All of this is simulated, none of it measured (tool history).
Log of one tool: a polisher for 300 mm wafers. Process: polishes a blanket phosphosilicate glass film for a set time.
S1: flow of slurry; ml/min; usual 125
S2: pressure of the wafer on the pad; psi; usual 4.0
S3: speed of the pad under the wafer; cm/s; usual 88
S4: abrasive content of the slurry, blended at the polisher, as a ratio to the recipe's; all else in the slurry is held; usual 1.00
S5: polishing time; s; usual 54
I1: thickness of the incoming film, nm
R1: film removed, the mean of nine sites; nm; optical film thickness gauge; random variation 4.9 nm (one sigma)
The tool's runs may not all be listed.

{"run": 1, "day": 0.0, "S1": 125, "S2": 4.0, "S3": 88, "S4": 1.0, "S5": 54, "I1": 2829.3, "R1": 472.5}
{"run": 2, "day": 1.833, "S1": 125, "S2": 4.0, "S3": 88, "S4": 1.1, "S5": 54, "I1": 2908.0, "R1": 491.6}
{"run": 3, "day": 4.804, "S1": 125, "S2": 4.0, "S3": 88, "S4": 1.1, "S5": 54, "I1": 2877.0, "R1": 481.3}
{"day": 7.983, "done": "slurry blender recalibrated"}
{"run": 4, "day": 8.429, "S1": 125, "S2": 4.0, "S3": 88, "S4": 1.1, "S5": 54, "I1": 2847.0, "R1": 439.1}
{"day": 11.858, "done": "conditioning disc replaced and pad reconditioned"}
{"day": 16.138, "done": "worn pad replaced by a new one"}
{"day": 17.392, "done": "slurry nozzle cleaned"}
{"run": 5, "day": 18.262, "S1": 125, "S2": 3.1, "S3": 88, "S4": 1.0, "S5": 54, "I1": 2865.6, "R1": 312.5}
{"day": 18.817, "done": "head pressure recalibrated"}
{"run": 6, "day": 20.571, "S1": 125, "S2": 4.0, "S3": 72, "S4": 1.0, "S5": 54, "I1": 2861.1, "R1": 338.4}
{"run": 7, "day": 23.817, "S1": 125, "S2": 4.0, "S3": 72, "S4": 1.0, "S5": 54, "I1": 2836.1, "R1": 330.6}
{"day": 25.279, "done": "slurry blender recalibrated, repeated, since the last time left the tool worse"}
{"run": 8, "day": 26.704, "S1": 125, "S2": 4.0, "S3": 72, "S4": 1.0, "S5": 54, "I1": 2893.2, "R1": 416.1}
{"run": 9, "day": 28.942, "S1": 125, "S2": 4.0, "S3": 88, "S4": 1.2, "S5": 40, "I1": 2891.2, "R1": 389.9}
{"day": 31.188, "done": "conditioning disc replaced and pad reconditioned"}
{"run": 10, "day": 32.542, "S1": 125, "S2": 4.6, "S3": 88, "S4": 1.0, "S5": 54, "I1": 2883.5, "R1": 548.5}
{"run": 11, "day": 34.242, "S1": 125, "S2": 4.7, "S3": 70, "S4": 1.25, "S5": 54, "I1": 2921.4, "R1": 520.2}
{"day": 35.7, "done": "worn pad replaced by a new one"}
{"run": 12, "day": 36.888, "S1": 125, "S2": 4.0, "S3": 88, "S4": 1.0, "S5": 54, "I1": 2858.2, "R1": 471.7}
{"run": 13, "day": 41.046, "S1": 125, "S2": 4.0, "S3": 88, "S4": 1.0, "S5": 54, "I1": 2862.9, "R1": 465.6}
{"day": 42.171, "done": "slurry nozzle cleaned"}
{"day": 45.058, "done": "slurry blender recalibrated"}
{"run": 14, "day": 45.442, "S1": 125, "S2": 4.0, "S3": 88, "S4": 1.0, "S5": 71, "I1": 2857.0, "R1": 644.6}
{"day": 47.554, "done": "conditioning disc replaced and pad reconditioned"}
{"run": 15, "day": 48.392, "S1": 125, "S2": 2.9, "S3": 88, "S4": 1.25, "S5": 54, "I1": 2879.4, "R1": 382.0}
{"run": 16, "day": 50.512, "S1": 125, "S2": 4.0, "S3": 88, "S4": 1.1, "S5": 54, "I1": 2874.8, "R1": 508.1}
{"run": 17, "day": 54.296, "S1": 125, "S2": 4.0, "S3": 88, "S4": 1.0, "S5": 54, "I1": 2860.8, "R1": 485.3}
{"day": 55.612, "done": "worn pad replaced by a new one"}
{"run": 18, "day": 58.546, "S1": 155, "S2": 4.0, "S3": 88, "S4": 1.0, "S5": 54, "I1": 2888.7, "R1": 485.3}
{"run": 19, "day": 62.421, "S1": 125, "S2": 4.0, "S3": 88, "S4": 1.0, "S5": 61, "I1": 2843.8, "R1": 527.6}
{"run": 20, "day": 64.433, "S1": 155, "S2": 4.8, "S3": 88, "S4": 1.0, "S5": 45, "I1": 2819.1, "R1": 476.6}
{"day": 66.704, "done": "slurry blender recalibrated"}
{"run": 21, "day": 66.725, "S1": 125, "S2": 4.0, "S3": 108, "S4": 0.8, "S5": 54, "I1": 2863.9, "R1": 526.3}
{"day": 67.267, "done": "conditioning disc replaced and pad reconditioned"}
{"day": 67.554, "done": "slurry nozzle cleaned"}
{"day": 70.258, "done": "head pressure recalibrated"}
{"run": 22, "day": 70.279, "S1": 170, "S2": 5.1, "S3": 112, "S4": 1.2, "S5": 54, "I1": 2892.4, "R1": 847.3}
{"run": 23, "day": 73.421, "S1": 125, "S2": 4.0, "S3": 88, "S4": 1.0, "S5": 54, "I1": 2879.5, "R1": 486.4}
{"day": 74.646, "done": "worn pad replaced by a new one"}
{"run": 24, "day": 76.388, "S1": 125, "S2": 3.2, "S3": 80, "S4": 0.85, "S5": 54, "I1": 2892.7, "R1": 334.1}

Hidden state or all else? Some run-to-run changes of R1, split into what the settings, what came in and random variation would give without the hidden state, and what is left for the hidden state (with any gauge scatter that isn't in both results):
The hidden state here: removal rate lost through wear of the pad, %; slurry flow missing at the pad, %; deviation of the head's pressure from its setpoint, %; abrasive missing from the slurry, %; time polished since the conditioner stopped cutting, s.
Run 3 -> 4: slurry blender recalibrated. R1 -42.2 nm: hidden state -39.6, all else -2.6.
Run 7 -> 8: slurry blender recalibrated, repeated, since the last time left the tool worse. R1 +85.5 nm: hidden state +86.8, all else -1.3.
Run 21 -> 22: S1 125 -> 170, S2 4.0 -> 5.1, S3 108 -> 112, S4 0.80 -> 1.20, conditioning disc replaced and pad reconditioned, slurry nozzle cleaned, head pressure recalibrated. R1 +321.0 nm: hidden state -9.3, all else +330.3.
Run 22 -> 23: S1 170 -> 125, S2 5.1 -> 4.0, S3 112 -> 88, S4 1.20 -> 1.00. R1 -360.9 nm: hidden state -0.8, all else -360.1.

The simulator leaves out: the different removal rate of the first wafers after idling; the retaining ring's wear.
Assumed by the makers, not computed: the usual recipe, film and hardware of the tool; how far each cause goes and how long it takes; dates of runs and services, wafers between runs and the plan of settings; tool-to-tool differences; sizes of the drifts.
